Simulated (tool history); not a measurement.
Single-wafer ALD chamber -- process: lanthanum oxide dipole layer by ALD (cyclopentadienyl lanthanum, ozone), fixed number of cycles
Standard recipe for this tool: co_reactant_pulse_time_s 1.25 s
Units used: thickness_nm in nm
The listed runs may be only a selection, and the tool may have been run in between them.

run	hour	co_reactant_pulse_time_s	wafers since the last listed run	hours since the last thermocouple change	hours since the last ozone generator service	hours since the showerhead was replaced	hours since the gauge calibration	read-back reference wafer on the same gauge, thickness_nm	thickness_nm
1	0	1.12	0	2344.5	121.9	2460.6	1853.5	0.408	0.447
2	68.7	1.12	1536	2413.2	190.6	2529.3	1922.2	0.407	0.442
# hour 122.4: gauge calibrated
3	136.9	1.12	1525	2481.4	258.8	2597.5	14.5	0.408	0.44
4	222	1.5	1903	2566.5	343.9	2682.6	99.6	0.408	0.47
5	266.1	1.5	986	2610.6	388	2726.7	143.7	0.408	0.472
6	323.3	1.25	1279	2667.8	445.2	2783.9	200.9	0.408	0.45
# hour 388.4: ozone generator serviced
7	394.6	1.25	1416	2739.1	6.2	2855.2	272.2	0.408	0.469
8	450.4	1.25	1248	2794.9	62	2911	328	0.408	0.464
# hour 494.2: showerhead replaced
9	519	1	1355	2863.5	130.6	24.8	396.6	0.408	0.431
10	720.2	1.25	4500	3064.7	331.8	226	597.8	0.408	0.455
# hour 762.6: thermocouple changed; heater temperature recalibrated
11	780.5	1.25	1169	17.9	392.1	286.3	658.1	0.408	0.453
12	826.7	1.25	1033	64.1	438.3	332.5	704.3	0.408	0.451
13	887.4	1.25	1357	124.8	499	393.2	765	0.408	0.453
# hour 916.8: ozone generator serviced
14	925.7	1.25	677	163.1	8.9	431.5	803.3	0.408	0.468
15	973.8	1.25	1076	211.2	57	479.6	851.4	0.408	0.466
16	1004.1	0.89	677	241.5	87.3	509.9	881.7	0.408	0.418
17	1042.5	1.6	859	279.9	125.7	548.3	920.1	0.408	0.485
18	1110.9	0.94	1530	348.3	194.1	616.7	988.5	0.408	0.419
19	1139.3	1.53	635	376.7	222.5	645.1	1016.9	0.408	0.48
20	1184.8	0.91	1017	422.2	268	690.6	1062.4	0.408	0.414
21	1250.3	1.61	1465	487.7	333.5	756.1	1127.9	0.408	0.483
22	1277.6	1.09	610	515	360.8	783.4	1155.2	0.408	0.434
23	1317.2	0.85	885	554.6	400.4	823	1194.8	0.408	0.399
24	1368.6	1.25	1149	606	451.8	874.4	1246.2	0.408	0.453
25	1413.8	1.25	1011	651.2	497	919.6	1291.4	0.408	0.452
26	1449.8	1.25	805	687.2	533	955.6	1327.4	0.408	0.455
# hour 1469.6: ozone generator serviced
27	1476.8	0.96	425	714.2	7.2	982.6	1354.4	0.409	0.436
28	1516	1.25	876	753.4	46.4	1021.8	1393.6	0.407	0.466
29	1557.6	1.11	930	795	88	1063.4	1435.2	0.409	0.449
30	1594.2	1.25	818	831.6	124.6	1100	1471.8	0.408	0.46
31	1661.1	1.58	1496	898.5	191.5	1166.9	1538.7	0.408	0.484
32	1712.4	1.1	1147	949.8	242.8	1218.2	1590	0.408	0.44
33	1758.5	0.83	1031	995.9	288.9	1264.3	1636.1	0.408	0.397
34	1794.8	1.25	812	1032.2	325.2	1300.6	1672.4	0.408	0.456
35	1864.4	1.75	1556	1101.8	394.8	1370.2	1742	0.408	0.487

Describe how what the log doesn't record of the tool's condition differs between the last listed run preceding each entry between runs and the first listed run following it.
Runs 2 to 3: gauge calibrated (hour 122.4)
  ozone dose above that of a generator just serviced (%): -12.3 -> -13.9
  the result without the hidden state subtracted from the measured one, thickness_nm: -0.016 -> -0.019 nm
Runs 6 to 7: ozone generator serviced (hour 388.4)
  ozone dose above that of a generator just serviced (%): -16.3 -> -1.33
  the result without the hidden state subtracted from the measured one, thickness_nm: -0.02 -> -0.001 nm
Runs 8 to 9: showerhead replaced (hour 494.2)
  ozone dose above that of a generator just serviced (%): -4.81 -> -7.92
  the result without the hidden state subtracted from the measured one, thickness_nm: -0.005 -> -0.011 nm
Runs 10 to 11: thermocouple changed; heater temperature recalibrated (hour 762.6)
  ozone dose above that of a generator just serviced (%): -12.7 -> -13.4
  the result without the hidden state subtracted from the measured one, thickness_nm: -0.015 -> -0.016 nm
Runs 13 to 14: ozone generator serviced (hour 916.8)
  ozone dose above that of a generator just serviced (%): -14.2 -> -1.5
  the result without the hidden state subtracted from the measured one, thickness_nm: -0.017 -> -0.001 nm
Runs 26 to 27: ozone generator serviced (hour 1469.6)
  ozone dose above that of a generator just serviced (%): -14.3 -> -0.908
  the result without the hidden state subtracted from the measured one, thickness_nm: -0.017 -> -0.001 nm
